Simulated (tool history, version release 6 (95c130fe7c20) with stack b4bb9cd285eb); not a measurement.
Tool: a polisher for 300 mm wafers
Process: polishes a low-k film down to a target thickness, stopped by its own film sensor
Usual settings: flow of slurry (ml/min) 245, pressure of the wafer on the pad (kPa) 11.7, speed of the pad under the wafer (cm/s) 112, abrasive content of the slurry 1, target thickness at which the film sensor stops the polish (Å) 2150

run	day	flow of slurry (ml/min)	pressure of the wafer on the pad (kPa)	speed of the pad under the wafer (cm/s)	abrasive content of the slurry	target thickness at which the film sensor stops the polish (Å)	wafers since the last listed run	wafers polished on this pad	hours since the slurry nozzle was cleaned	hours since the head pressure was calibrated	hours since the slurry blender was calibrated	hours since the conditioning disc was replaced	incoming thickness of the incoming film, nm	time until the film sensor stopped the polish (s)
1	0	245	11.7	112	1	2150	0	567	275.5	727	173.1	160.1	248.6	81.2
# day 0.383: slurry blender recalibrated
# day 1.067: worn pad replaced by a new one
2	1.538	245	11.7	112	1	2150	200	73	312.4	763.9	27.7	197	248.2	77.4
# day 2.633: conditioning disc replaced and pad reconditioned
3	3.129	245	11.7	112	1	2150	235	308	350.6	802.1	65.9	11.9	250	84.5
4	5.017	245	11.7	112	1	2150	294	603	395.9	847.4	111.2	57.2	247.2	75
# day 5.525: worn pad replaced by a new one
5	6.662	245	11.7	112	1	2150	230	177	435.4	886.9	150.7	96.7	250.1	81.1
6	8.25	245	11.7	112	1	2150	247	425	473.5	925	188.8	134.8	246.3	73.2
# day 8.371: head pressure recalibrated
# day 9.721: slurry blender recalibrated
# day 10.142: conditioning disc replaced and pad reconditioned
# day 10.583: worn pad replaced by a new one
7	11.129	245	11.7	112	1	2150	383	84	542.6	66.2	33.8	23.7	248.4	83.1
8	12.171	165	11.7	112	0.85	2150	162	247	567.6	91.2	58.8	48.7	250.3	101.6
9	14.592	320	11.7	112	0.75	2200	377	624	625.7	149.3	116.9	106.8	254.1	94.4
# day 15.125: slurry nozzle cleaned
# day 15.838: worn pad replaced by a new one
10	15.879	245	11.7	132	1.2	2240	168	6	18.1	180.2	147.8	137.7	249.9	53.6
# day 16.942: slurry blender recalibrated
11	16.962	200	13.1	112	1	2180	155	162	44.1	206.2	0.5	163.7	249.1	72.3
# day 18.592: conditioning disc replaced and pad reconditioned
12	19.229	245	11.7	112	1	2150	340	502	98.5	260.6	54.9	15.3	248.1	82.5
# day 20.617: worn pad replaced by a new one
13	21.946	245	11.7	132	1.2	2240	397	207	163.7	325.8	120.1	80.5	252.9	57.8
# day 24.883: worn pad replaced by a new one
14	24.904	245	11.7	98	1	2250	435	3	234.7	396.8	191.1	151.5	245.2	54.6

Measured less the same run without the tool's hidden state. The same run-to-run variation is in both; the gauge's scatter may not be:
The hidden state here: removal rate lost through wear of the pad, %; slurry flow missing at the pad, %; deviation of the head's pressure from its setpoint, %; abrasive missing from the slurry, %; time polished since the conditioner stopped cutting, s.
run	time until the film sensor stopped the polish (s)
1	-4.8
2	-4.7
3	-5.4
4	-5.2
5	-5.8
6	-5.5
7	-0.5
8	-0.8
9	-1.2
10	-0.8
11	-1.2
12	-1.8
13	-1.5
14	-1.7
